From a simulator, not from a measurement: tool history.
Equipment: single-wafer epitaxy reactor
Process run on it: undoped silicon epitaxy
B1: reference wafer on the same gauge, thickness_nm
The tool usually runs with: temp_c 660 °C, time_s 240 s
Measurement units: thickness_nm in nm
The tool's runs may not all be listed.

Run 1, hour 0.0: usual settings; B1 40.053. Result: thickness_nm 47.440 nm.
Run 2, hour 84.3: usual settings; B1 40.138. Result: thickness_nm 47.406 nm.
Run 3, hour 153.8: usual settings; B1 40.161. Result: thickness_nm 47.275 nm.
Run 4, hour 245.8: usual settings but temp_c 669 °C, time_s 210 s; B1 40.107. Result: thickness_nm 50.761 nm.
Run 5, hour 331.7: usual settings but time_s 272 s; B1 40.036. Result: thickness_nm 52.797 nm.
Run 6, hour 393.8: usual settings but time_s 272 s; B1 40.128. Result: thickness_nm 52.902 nm.
Run 7, hour 488.3: usual settings but time_s 272 s; B1 40.103. Result: thickness_nm 52.770 nm.
At hour 609.8: pyrometer calibrated.
Run 8, hour 693.2: usual settings but temp_c 649 °C; B1 40.070. Result: thickness_nm 36.587 nm.
Run 9, hour 738.7: usual settings but temp_c 674 °C, time_s 256 s; B1 40.067. Result: thickness_nm 71.447 nm.
Run 10, hour 930.5: usual settings; B1 40.108. Result: thickness_nm 47.816 nm.
Run 11, hour 1017.4: usual settings; B1 40.156. Result: thickness_nm 47.811 nm.
At hour 1186.2: gauge calibrated.
Run 12, hour 1340.3: usual settings but temp_c 665 °C, time_s 195 s; B1 40.103. Result: thickness_nm 42.978 nm.
Run 13, hour 1393.5: usual settings; B1 40.146. Result: thickness_nm 47.691 nm.
Run 14, hour 1477.1: usual settings but temp_c 667 °C, time_s 283 s; B1 40.199. Result: thickness_nm 65.955 nm.
Run 15, hour 1568.1: usual settings but temp_c 655 °C, time_s 228 s; B1 40.057. Result: thickness_nm 39.718 nm.
Run 16, hour 1661.9: usual settings but time_s 254 s; B1 40.093. Result: thickness_nm 50.011 nm.

Here are 3 independent what-if runs from the current tool condition. What would each one return?
Run A, hour 1662.4: usual settings; B1 ?. Result: thickness_nm ?.
Run B, hour 1662.4: usual settings but temp_c 650 °C, time_s 201 s; B1 ?. Result: thickness_nm ?.
Run C, hour 1662.4: usual settings but temp_c 655 °C; B1 ?. Result: thickness_nm ?.

run      B1  thickness_nm
  A  40.123        47.130
  B  40.123        30.901
  C  40.123        41.732
Without the tool's unlogged condition, the same runs would have read:
run  thickness_nm
  A        48.460
  B        31.795
  C        42.924
